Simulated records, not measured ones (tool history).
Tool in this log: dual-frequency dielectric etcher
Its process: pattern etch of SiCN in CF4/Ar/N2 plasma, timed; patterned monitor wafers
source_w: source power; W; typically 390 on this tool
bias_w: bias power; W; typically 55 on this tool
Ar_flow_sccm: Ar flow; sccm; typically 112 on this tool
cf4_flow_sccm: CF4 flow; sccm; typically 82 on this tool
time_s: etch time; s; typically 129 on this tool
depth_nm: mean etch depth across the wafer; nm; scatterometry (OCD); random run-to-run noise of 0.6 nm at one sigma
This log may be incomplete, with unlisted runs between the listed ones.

run    hour  source_w  bias_w  Ar_flow_sccm  cf4_flow_sccm  time_s  read-back reference wafer on the same gauge, depth_nm  depth_nm
  1       0       390      55           112             82     129                                                   78.4        97
  2    71.3       390      45           129             82     129                                                   78.2      86.6
  3   158.7       390      55           112             82     129                                                   78.4      96.2
  4   237.6       390      58           112             82     152                                                   78.2     116.4
  5   338.9       390      63           112             82     129                                                   78.2     102.7
      368.6  -- wet clean of the chamber
  6   444.3       390      63           112             82     129                                                   78.3     101.6
      542.6  -- upper electrode replaced
        610  -- Ar flow controller replaced
  7   746.4       390      55           112             82     129                                                   78.3      97.8
      827.6  -- wet clean of the chamber
  8   828.2       390      55           112             82     129                                                   78.1      97.1
  9   867.3       440      55           112             82     129                                                   78.1     109.7
 10   904.4       390      55           122             82     129                                                   78.5      93.4
 11   970.6       390      67           112             82     145                                                   78.3     117.1
 12  1075.1       300      64           112             82     129                                                   78.3      76.6
     1111.8  -- CF4 flow controller replaced
     1130.1  -- gauge calibrated
 13  1140.3       340      47            91            102     129                                                   78.1      84.2
     1204.6  -- source power generator calibrated
 14  1208.6       390      64            87             82     129                                                   78.3     107.4
     1243.5  -- bias power generator calibrated
 15  1277.1       390      55           112             82     129                                                     78      96.6
 16  1369.6       300      55           134             93     129                                                   78.4      71.7
     1418.6  -- wet clean of the chamber
 17  1454.9       390      55           112             82     129                                                   78.4      96.6
 18  1513.4       390      55           124             82     129                                                   78.3      95.4
 19  1579.5       390      55           112             82     129                                                   78.2      96.8
 20  1674.8       300      59            99             82     101                                                   78.3      59.9
 21  1736.7       390      55           112             82     129                                                   78.1      96.8

Alternative continuations, all from the tool just after run 21; predict every row:
  A  1737.2       390      55           112             98     129                                                      ?         ?
  B  1737.2       310      55           140             82     129                                                      ?         ?
  C  1737.2       390      63           130             82     129                                                      ?         ?
  D  1737.2       340      55            88             82    92.5                                                      ?         ?

run  read-back reference wafer on the same gauge, depth_nm  depth_nm
  A                                                   78.1      98.8
  B                                                   78.1      71.7
  C                                                   78.1      99.1
  D                                                   78.1      62.4
Take away the tool's hidden state, keep each run's random variation, and the runs would have read:
run  depth_nm
  A      98.8
  B      71.7
  C      99.1
  D      62.4
